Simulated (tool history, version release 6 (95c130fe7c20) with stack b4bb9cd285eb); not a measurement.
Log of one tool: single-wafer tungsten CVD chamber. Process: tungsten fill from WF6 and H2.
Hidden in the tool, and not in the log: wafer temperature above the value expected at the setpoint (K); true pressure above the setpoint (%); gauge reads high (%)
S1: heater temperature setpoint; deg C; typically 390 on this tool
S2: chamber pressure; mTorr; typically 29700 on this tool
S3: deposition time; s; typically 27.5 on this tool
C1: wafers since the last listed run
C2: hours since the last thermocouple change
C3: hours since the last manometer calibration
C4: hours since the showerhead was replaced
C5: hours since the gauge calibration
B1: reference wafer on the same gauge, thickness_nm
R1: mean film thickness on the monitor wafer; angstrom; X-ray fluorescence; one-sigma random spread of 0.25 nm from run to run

run 1 hour=0 | S1=390 S2=29700 S3=27.5 | C1=0 C2=767.4 C3=1448.5 C4=3145.7 C5=98.8 | B1=54.595 | R1=642.1
run 2 hour=12.1 | S1=381 S2=29700 S3=30.3 | C1=386 C2=779.5 C3=1460.6 C4=3157.8 C5=110.9 | B1=54.59 | R1=594.53
run 3 hour=24.6 | S1=390 S2=29700 S3=24.1 | C1=399 C2=792 C3=1473.1 C4=3170.3 C5=123.4 | B1=54.571 | R1=559.34
run 4 hour=46.5 | S1=390 S2=29700 S3=29.1 | C1=699 C2=813.9 C3=1495 C4=3192.2 C5=145.3 | B1=54.65 | R1=675.23
run 5 hour=58.5 | S1=398 S2=29700 S3=27.5 | C1=383 C2=825.9 C3=1507 C4=3204.2 C5=157.3 | B1=54.523 | R1=728.11
run 6 hour=79.2 | S1=398 S2=29700 S3=27.5 | C1=660 C2=846.6 C3=1527.7 C4=3224.9 C5=178 | B1=54.616 | R1=723.89
run 7 hour=94.3 | S1=390 S2=29700 S3=27.5 | C1=482 C2=861.7 C3=1542.8 C4=3240 C5=193.1 | B1=54.628 | R1=632.7
run 8 hour=145.9 | S1=390 S2=31800 S3=27.5 | C1=1647 C2=913.3 C3=1594.4 C4=3291.6 C5=244.7 | B1=54.565 | R1=643.71
run 9 hour=169.9 | S1=390 S2=31800 S3=27.5 | C1=766 C2=937.3 C3=1618.4 C4=3315.6 C5=268.7 | B1=54.613 | R1=639.09
run 10 hour=202.9 | S1=390 S2=29700 S3=27.5 | C1=1053 C2=970.3 C3=1651.4 C4=3348.6 C5=301.7 | B1=54.536 | R1=625.44
run 11 hour=224.4 | S1=390 S2=29700 S3=27.5 | C1=686 C2=991.8 C3=1672.9 C4=3370.1 C5=323.2 | B1=54.672 | R1=623.48
run 12 hour=238.2 | S1=390 S2=29700 S3=29 | C1=440 C2=1005.6 C3=1686.7 C4=3383.9 C5=337 | B1=54.554 | R1=658.82
-- hour=259.8 showerhead replaced
run 13 hour=266.8 | S1=390 S2=29700 S3=27.5 | C1=657 C2=1034.2 C3=1715.3 C4=7 C5=365.6 | B1=54.625 | R1=618.06
-- hour=292.7 thermocouple changed; heater temperature recalibrated
run 14 hour=295.1 | S1=390 S2=24400 S3=25.9 | C1=648 C2=2.4 C3=1743.6 C4=35.3 C5=393.9 | B1=54.578 | R1=516.19
run 15 hour=324.6 | S1=384 S2=25000 S3=27.5 | C1=941 C2=31.9 C3=1773.1 C4=64.8 C5=423.4 | B1=54.604 | R1=492.47
run 16 hour=340.3 | S1=390 S2=29700 S3=22.9 | C1=501 C2=47.6 C3=1788.8 C4=80.5 C5=439.1 | B1=54.55 | R1=482.46
run 17 hour=361.4 | S1=383 S2=34500 S3=27.5 | C1=673 C2=68.7 C3=1809.9 C4=101.6 C5=460.2 | B1=54.626 | R1=537.76
-- hour=372.1 capacitance manometer re-zeroed and calibrated
-- hour=386.1 thermocouple changed; heater temperature recalibrated, repeated, since the last time left the tool worse
-- hour=399.4 gauge calibrated
run 18 hour=407.8 | S1=390 S2=23600 S3=27.5 | C1=970 C2=21.7 C3=35.7 C4=148 C5=8.4 | B1=54.593 | R1=618.2
run 19 hour=431.5 | S1=390 S2=29700 S3=27.5 | C1=756 C2=45.4 C3=59.4 C4=171.7 C5=32.1 | B1=54.569 | R1=664.55
run 20 hour=464.9 | S1=402 S2=25400 S3=31.8 | C1=1066 C2=78.8 C3=92.8 C4=205.1 C5=65.5 | B1=54.599 | R1=886.71
run 21 hour=486.4 | S1=400 S2=29700 S3=29.2 | C1=686 C2=100.3 C3=114.3 C4=226.6 C5=87 | B1=54.607 | R1=833.36

Run 22 is up next; what results do you expect?
run 22 hour=511.8 | S1=390 S2=29700 S3=27.5 | C1=811 C2=125.7 C3=139.7 C4=252 C5=112.4 | B1=? | R1=?

Run 22 produced B1 54.64, R1 663.84 angstrom.
With the hidden condition absent and the run-to-run variation left alone, this run would have shown R1 664.76 angstrom.
